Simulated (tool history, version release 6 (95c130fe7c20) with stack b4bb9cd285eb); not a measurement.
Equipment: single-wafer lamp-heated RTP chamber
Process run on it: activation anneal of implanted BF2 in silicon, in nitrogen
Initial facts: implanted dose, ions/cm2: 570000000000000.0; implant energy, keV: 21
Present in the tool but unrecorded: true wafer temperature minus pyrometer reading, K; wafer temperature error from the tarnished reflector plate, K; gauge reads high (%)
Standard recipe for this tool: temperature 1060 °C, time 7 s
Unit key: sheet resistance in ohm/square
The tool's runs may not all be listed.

run	hour	temperature	time	wafers since the last listed run	wafers since the last pyrometer calibration	wafers since the reflector plate was cleaned	hours since the gauge calibration	read-back reference wafer on the same gauge, sheet resistance	sheet resistance
1	0	1060	7	0	3120	2603	148.9	242.3	219.34
2	36.3	1060	7	462	3583	3065	185.2	241.69	219.28
3	144	1077	7	1372	4955	4438	292.9	242.47	215.8
4	222.7	1077	7	1002	5958	5440	371.6	241.9	215.06
5	318	1060	7	1214	7172	6655	466.9	242.27	219.93
6	402.1	1060	7	1071	8244	7726	551	242.24	219.74
# hour 416.7: pyrometer window cleaned and pyrometer calibrated
7	531.8	1060	7	1550	1467	9277	680.7	241.81	220.61
# hour 582.6: reflector plate cleaned
8	592.9	1060	7	676	2143	131	741.8	242	219.87
9	685.8	1060	7	1183	3327	1315	834.7	242.05	219.11
10	750.4	1060	7	823	4150	2138	899.3	242.04	220.04
11	841.9	1060	5	1165	5316	3304	990.8	242.02	221.6
12	885.8	1060	5	559	5876	3864	1034.7	242.35	224.28
13	955.1	1060	5	883	6759	4747	1104	241.95	222.95
# hour 1066.9: pyrometer window cleaned and pyrometer calibrated
14	1177.8	1060	7	2735	1413	7483	1326.7	241.74	217.49
15	1271.4	1060	7	1192	2606	8675	1420.3	242.29	220.75
16	1348.7	1060	7	985	3591	9660	1497.6	242.24	218.42
# hour 1364.8: reflector plate cleaned
17	1436.4	1060	7	1015	4606	912	1585.3	241.54	218.61
18	1479.4	1060	7	547	5154	1460	1628.3	242.08	220.09
19	1532	1060	7	670	5825	2130	1680.9	241.88	220.16
20	1633.7	1076	11	1295	7121	3426	1782.6	242.39	215.19
21	1737.6	1077	9	1323	8445	4750	1886.5	242.02	214.16
22	1809.3	1034	3	913	9358	5663	1958.2	242.32	235.04
# hour 1822.5: gauge calibrated
# hour 1822.7: pyrometer window cleaned and pyrometer calibrated
23	1904	1083	3	1104	1036	6768	81.5	242.11	219.04
24	1975.8	1060	7	914	1951	7683	153.3	241.7	219.11
# hour 2059.5: reflector plate cleaned
25	2073.8	1060	7	1146	3098	182	251.3	242.08	220.83
26	2128	1084	9	690	3788	873	305.5	241.92	212.51
27	2187.6	1060	7	759	4548	1632	365.1	241.61	220.45
28	2249.5	1031	11	788	5336	2421	427	242.05	226.81
29	2326.8	1033	7	985	6321	3406	504.3	242.12	229.45
30	2393.9	1037	8	855	7177	4261	571.4	241.84	225.67
31	2476.2	1073	4	1048	8225	5310	653.7	242.44	220.42
# hour 2519.2: pyrometer window cleaned and pyrometer calibrated
32	2546.1	1073	7	788	342	6099	723.6	241.53	216.7
33	2610.9	1040	11	825	1168	6924	788.4	241.74	223.55
34	2694.3	1074	7	1062	2230	7987	871.8	241.89	216.73
35	2748.3	1060	7	688	2919	8675	925.8	242.19	219.42
36	2842.7	1085	3	1202	4122	9878	1020.2	242.22	219.6

What the log doesn't show, run by run:
true wafer temperature minus pyrometer reading, K: 0 on each run
wafer temperature error from the tarnished reflector plate, K: 0 on each run
gauge reads high (%): 0 on each run

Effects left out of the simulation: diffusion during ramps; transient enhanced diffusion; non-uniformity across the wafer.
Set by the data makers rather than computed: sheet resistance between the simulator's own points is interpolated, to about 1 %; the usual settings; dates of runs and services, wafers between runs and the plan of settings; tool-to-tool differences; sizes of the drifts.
